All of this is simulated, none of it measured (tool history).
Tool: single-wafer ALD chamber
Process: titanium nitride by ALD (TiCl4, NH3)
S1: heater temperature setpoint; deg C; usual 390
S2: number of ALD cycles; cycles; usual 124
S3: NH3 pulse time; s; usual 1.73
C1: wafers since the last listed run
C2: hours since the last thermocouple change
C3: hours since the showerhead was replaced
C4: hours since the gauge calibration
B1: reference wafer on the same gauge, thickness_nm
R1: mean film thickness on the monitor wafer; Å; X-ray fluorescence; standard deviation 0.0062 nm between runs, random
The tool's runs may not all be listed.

run 1 day=0 | S1=390 S2=124 S3=2.23 | C1=0 C2=1064.8 C3=6292.9 C4=655.3 | B1=3.116 | R1=27.88
run 2 day=1.717 | S1=390 S2=124 S3=2.23 | C1=116 C2=1106 C3=6334.1 C4=696.5 | B1=3.111 | R1=27.81
run 3 day=3.271 | S1=390 S2=124 S3=2.23 | C1=105 C2=1143.3 C3=6371.4 C4=733.8 | B1=3.109 | R1=27.78
run 4 day=5.871 | S1=390 S2=124 S3=1.73 | C1=176 C2=1205.7 C3=6433.8 C4=796.2 | B1=3.108 | R1=27.43
run 5 day=7.4 | S1=390 S2=143 S3=2.03 | C1=103 C2=1242.4 C3=6470.5 C4=832.9 | B1=3.105 | R1=31.9
run 6 day=8.758 | S1=390 S2=124 S3=1.73 | C1=92 C2=1275 C3=6503.1 C4=865.5 | B1=3.103 | R1=27.4
run 7 day=10.554 | S1=390 S2=124 S3=1.73 | C1=122 C2=1318.1 C3=6546.2 C4=908.6 | B1=3.097 | R1=27.33
run 8 day=16.112 | S1=390 S2=124 S3=1.73 | C1=377 C2=1451.5 C3=6679.6 C4=1042 | B1=3.091 | R1=27.28
run 9 day=18.471 | S1=390 S2=124 S3=1.73 | C1=160 C2=1508.1 C3=6736.2 C4=1098.6 | B1=3.081 | R1=27.22
run 10 day=19.658 | S1=390 S2=124 S3=2.01 | C1=80 C2=1536.6 C3=6764.7 C4=1127.1 | B1=3.081 | R1=27.39
-- day=20.071 thermocouple changed; heater temperature recalibrated
-- day=21.683 gauge calibrated
run 11 day=22.042 | S1=390 S2=124 S3=1.73 | C1=139 C2=47.3 C3=6821.9 C4=8.6 | B1=3.142 | R1=27.68
run 12 day=23.85 | S1=390 S2=124 S3=2.23 | C1=122 C2=90.7 C3=6865.3 C4=52 | B1=3.138 | R1=28.11
run 13 day=25.846 | S1=390 S2=124 S3=2.27 | C1=135 C2=138.6 C3=6913.2 C4=99.9 | B1=3.136 | R1=28
-- day=27.696 showerhead replaced
run 14 day=28.033 | S1=382 S2=124 S3=1.73 | C1=125 C2=191.1 C3=8.1 C4=152.4 | B1=3.132 | R1=27.45
run 15 day=29.654 | S1=379 S2=124 S3=1.12 | C1=110 C2=230 C3=47 C4=191.3 | B1=3.13 | R1=26.47
run 16 day=31.204 | S1=395 S2=117 S3=2.14 | C1=105 C2=267.2 C3=84.2 C4=228.5 | B1=3.129 | R1=26.49
run 17 day=33.092 | S1=390 S2=113 S3=1.37 | C1=128 C2=312.5 C3=129.5 C4=273.8 | B1=3.122 | R1=24.85
run 18 day=34.65 | S1=390 S2=124 S3=1.73 | C1=105 C2=349.9 C3=166.9 C4=311.2 | B1=3.118 | R1=27.47
run 19 day=36.246 | S1=383 S2=100 S3=1.73 | C1=108 C2=388.2 C3=205.2 C4=349.5 | B1=3.115 | R1=21.99
run 20 day=39.133 | S1=385 S2=148 S3=2.1 | C1=196 C2=457.5 C3=274.5 C4=418.8 | B1=3.111 | R1=33.02
run 21 day=40.292 | S1=390 S2=131 S3=1.73 | C1=78 C2=485.3 C3=302.3 C4=446.6 | B1=3.108 | R1=29.09

Consider 4 possible next runs. They are alternatives, not a sequence: every one starts from the tool as it was left by run 21. What does each give?
run A day=40.321 | S1=390 S2=124 S3=1.73 | C1=1 C2=486 C3=303 C4=447.3 | B1=? | R1=?
run B day=40.321 | S1=390 S2=124 S3=1.98 | C1=1 C2=486 C3=303 C4=447.3 | B1=? | R1=?
run C day=40.321 | S1=383 S2=139 S3=2.24 | C1=1 C2=486 C3=303 C4=447.3 | B1=? | R1=?
run D day=40.321 | S1=390 S2=124 S3=2.02 | C1=1 C2=486 C3=303 C4=447.3 | B1=? | R1=?

run=A B1=3.109 R1=27.37
run=B B1=3.109 R1=27.54
run=C B1=3.109 R1=30.84
run=D B1=3.109 R1=27.57
What these runs would have given with no unlogged condition in the tool:
run=A R1=27.72
run=B R1=27.9
run=C R1=31.24
run=D R1=27.93
